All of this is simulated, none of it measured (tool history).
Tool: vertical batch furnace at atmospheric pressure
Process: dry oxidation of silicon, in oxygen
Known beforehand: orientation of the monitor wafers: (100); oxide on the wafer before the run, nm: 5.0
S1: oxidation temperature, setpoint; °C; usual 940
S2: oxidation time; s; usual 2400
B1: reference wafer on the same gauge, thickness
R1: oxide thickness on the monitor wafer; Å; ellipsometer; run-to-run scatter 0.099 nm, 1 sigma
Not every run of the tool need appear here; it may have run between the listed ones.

run	day	S1	S2	B1	R1
1	0.000	940	2400	19.11	198.4
2	2.275	940	2400	19.05	200.2
3	3.942	940	2400	19.06	199.4
4	6.583	928	1620	19.03	143.0
5	8.771	928	1620	18.97	143.9
# day 10.317: boat lift adjusted
6	10.912	958	2400	18.96	235.0
7	12.300	958	2400	18.89	235.5
8	13.862	940	2400	18.87	197.3
9	14.904	940	2400	18.84	197.2
10	16.112	955	2400	18.82	227.6
# day 17.654: gauge calibrated
# day 17.746: thermocouples replaced and temperature profile calibrated
11	18.104	919	2400	19.10	166.7
12	19.838	923	3420	19.10	212.1
13	20.925	920	2400	19.05	168.3

Run 14 has not been measured yet. What should we expect?
14	26.871	940	3360	?	?

{"run 14": {"B1": 19.02, "R1": 243.8}}
With no hidden state in the tool, this same run would have given R1 244.8 Å.
